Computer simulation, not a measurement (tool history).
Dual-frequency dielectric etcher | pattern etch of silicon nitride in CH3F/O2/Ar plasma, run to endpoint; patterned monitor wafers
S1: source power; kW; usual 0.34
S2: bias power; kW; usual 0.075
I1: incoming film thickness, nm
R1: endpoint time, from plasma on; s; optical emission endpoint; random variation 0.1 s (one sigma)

run	hour	S1	S2	I1	R1
1	0	0.34	0.075	20.77	32.2
2	58.9	0.34	0.075	20.96	32.2
3	107.3	0.34	0.075	20.79	32.1
4	172.8	0.34	0.075	20.81	32.1
5	280.2	0.34	0.088	20.75	30.7
6	350.8	0.34	0.088	20.85	30.7
7	402.8	0.3	0.075	20.96	34.3
8	440.9	0.3	0.075	20.99	34.4
9	487.6	0.34	0.075	20.89	32.5
# hour 539.4: wet clean of the chamber
10	649.3	0.34	0.075	21.05	32.7
11	712.4	0.34	0.075	21.14	32.7
# hour 773.8: bias power generator calibrated
12	807.6	0.34	0.075	20.75	32.3
13	888.4	0.34	0.075	21.12	32.7
14	972.3	0.34	0.075	20.77	32.4
# hour 1054.9: wet clean of the chamber
15	1055.4	0.36	0.07	20.81	32
16	1101.5	0.34	0.059	20.83	34.5
17	1193.7	0.34	0.088	20.81	30.9
18	1239.7	0.42	0.088	21	28.4
19	1311.3	0.28	0.088	20.91	34.4
20	1385.2	0.42	0.061	21.02	31.5
21	1437.7	0.34	0.075	20.72	32.5
22	1481.5	0.34	0.075	20.99	32.8
# hour 1572.9: wet clean of the chamber
23	1718.7	0.31	0.061	20.67	35.6
# hour 1795.8: source power generator calibrated
# hour 1828: upper electrode replaced
24	1828.5	0.4	0.085	21.13	28.7
25	1848.9	0.32	0.057	20.77	34.8
26	1891.1	0.34	0.069	20.95	32.6
27	1979.7	0.34	0.075	21.16	32.3
28	2034.7	0.41	0.084	21.13	28.5
29	2101.7	0.34	0.075	20.83	31.9
# hour 2138.9: wet clean of the chamber
30	2144.6	0.4	0.058	20.89	31.4
31	2229.8	0.28	0.083	21.01	34.4
32	2281.1	0.27	0.094	20.88	33.7
33	2349.4	0.36	0.075	21.02	31.3
34	2394.4	0.27	0.059	21	38.4
# hour 2420.3: bias power generator calibrated
35	2440	0.34	0.083	20.94	31

Some steps in R1 between neighbouring runs. How much of each would the tool show without its hidden state too (settings, what came in, random variation), and how much is left for the hidden state, with any gauge scatter that isn't in both results?
The hidden state here: etch rate over this chamber's usual, %; source power that arrives over what is set, %; bias power that arrives over what is set, %.
Run 6 -> 7: S1 0.34 -> 0.3, S2 0.088 -> 0.075. R1 +3.6 s: hidden state +0.1, all else +3.5.
Run 22 -> 23: S1 0.34 -> 0.31, S2 0.075 -> 0.061, wet clean of the chamber. R1 +2.8 s: hidden state +0.2, all else +2.6.
Run 23 -> 24: S1 0.31 -> 0.4, S2 0.061 -> 0.085, source power generator calibrated, upper electrode replaced. R1 -6.9 s: hidden state -1.1, all else -5.8.
Run 33 -> 34: S1 0.36 -> 0.27, S2 0.075 -> 0.059. R1 +7.1 s: hidden state +0.1, all else +7.
Run 34 -> 35: S1 0.27 -> 0.34, S2 0.059 -> 0.083, bias power generator calibrated. R1 -7.4 s: hidden state +0, all else -7.4.

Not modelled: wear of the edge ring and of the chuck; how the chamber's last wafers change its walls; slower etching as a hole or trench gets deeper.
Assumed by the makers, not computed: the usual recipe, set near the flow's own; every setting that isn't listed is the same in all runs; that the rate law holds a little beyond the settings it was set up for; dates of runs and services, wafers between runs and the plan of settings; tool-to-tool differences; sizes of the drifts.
